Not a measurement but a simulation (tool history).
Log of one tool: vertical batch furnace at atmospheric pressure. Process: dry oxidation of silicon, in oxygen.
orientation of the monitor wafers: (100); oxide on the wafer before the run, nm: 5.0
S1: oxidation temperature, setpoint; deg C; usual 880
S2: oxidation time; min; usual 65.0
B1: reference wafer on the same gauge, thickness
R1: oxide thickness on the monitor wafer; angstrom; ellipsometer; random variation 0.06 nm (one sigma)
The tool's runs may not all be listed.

{"run": 1, "day": 0.0, "S1": 880, "S2": 65.0, "B1": 16.2, "R1": 176.8}
{"run": 2, "day": 1.238, "S1": 862, "S2": 65.0, "B1": 16.21, "R1": 151.0}
{"run": 3, "day": 2.862, "S1": 893, "S2": 65.0, "B1": 16.2, "R1": 199.3}
{"run": 4, "day": 3.262, "S1": 893, "S2": 65.0, "B1": 16.19, "R1": 198.5}
{"run": 5, "day": 3.546, "S1": 893, "S2": 65.0, "B1": 16.21, "R1": 198.4}
{"run": 6, "day": 5.583, "S1": 880, "S2": 65.0, "B1": 16.19, "R1": 178.0}
{"day": 7.146, "done": "thermocouples replaced and temperature profile calibrated"}
{"run": 7, "day": 7.167, "S1": 880, "S2": 65.0, "B1": 16.19, "R1": 176.8}
{"run": 8, "day": 8.467, "S1": 880, "S2": 65.0, "B1": 16.19, "R1": 177.1}
{"run": 9, "day": 9.083, "S1": 880, "S2": 65.0, "B1": 16.19, "R1": 177.1}
{"run": 10, "day": 9.392, "S1": 880, "S2": 65.0, "B1": 16.2, "R1": 176.6}
{"run": 11, "day": 9.908, "S1": 880, "S2": 65.0, "B1": 16.2, "R1": 177.5}
{"run": 12, "day": 10.596, "S1": 880, "S2": 65.0, "B1": 16.2, "R1": 178.2}
{"run": 13, "day": 11.15, "S1": 893, "S2": 65.0, "B1": 16.2, "R1": 198.0}
{"run": 14, "day": 11.542, "S1": 870, "S2": 73.5, "B1": 16.2, "R1": 173.5}
{"day": 12.883, "done": "boat lift adjusted"}
{"run": 15, "day": 12.904, "S1": 865, "S2": 74.0, "B1": 16.2, "R1": 166.2}
{"day": 13.046, "done": "gauge calibrated"}
{"run": 16, "day": 13.079, "S1": 880, "S2": 40.0, "B1": 16.19, "R1": 136.7}
{"run": 17, "day": 13.254, "S1": 902, "S2": 65.0, "B1": 16.2, "R1": 215.7}
{"run": 18, "day": 13.596, "S1": 880, "S2": 65.0, "B1": 16.21, "R1": 177.7}
{"run": 19, "day": 15.717, "S1": 866, "S2": 51.5, "B1": 16.19, "R1": 138.7}
{"run": 20, "day": 16.408, "S1": 865, "S2": 48.0, "B1": 16.19, "R1": 131.8}
{"run": 21, "day": 16.733, "S1": 865, "S2": 45.0, "B1": 16.21, "R1": 128.1}
{"run": 22, "day": 17.208, "S1": 901, "S2": 81.0, "B1": 16.2, "R1": 243.3}
{"run": 23, "day": 17.525, "S1": 887, "S2": 34.5, "B1": 16.21, "R1": 133.4}
{"run": 24, "day": 18.221, "S1": 889, "S2": 77.5, "B1": 16.21, "R1": 213.1}

5 ways to go on from here, each from the tool as it stands after run 24. What would each give?
{"run": "A", "day": 18.4, "S1": 880, "S2": 92.5, "B1": "?", "R1": "?"}
{"run": "B", "day": 18.4, "S1": 869, "S2": 41.5, "B1": "?", "R1": "?"}
{"run": "C", "day": 18.4, "S1": 867, "S2": 79.0, "B1": "?", "R1": "?"}
{"run": "D", "day": 18.4, "S1": 880, "S2": 39.0, "B1": "?", "R1": "?"}
{"run": "E", "day": 18.4, "S1": 862, "S2": 52.5, "B1": "?", "R1": "?"}

run=A B1=16.20 R1=216.0
run=B B1=16.20 R1=126.1
run=C B1=16.20 R1=175.2
run=D B1=16.20 R1=133.9
run=E B1=16.20 R1=134.2
Without the tool's hidden state the same runs would have given:
run=A R1=216.0
run=B R1=126.1
run=C R1=175.2
run=D R1=133.9
run=E R1=134.2
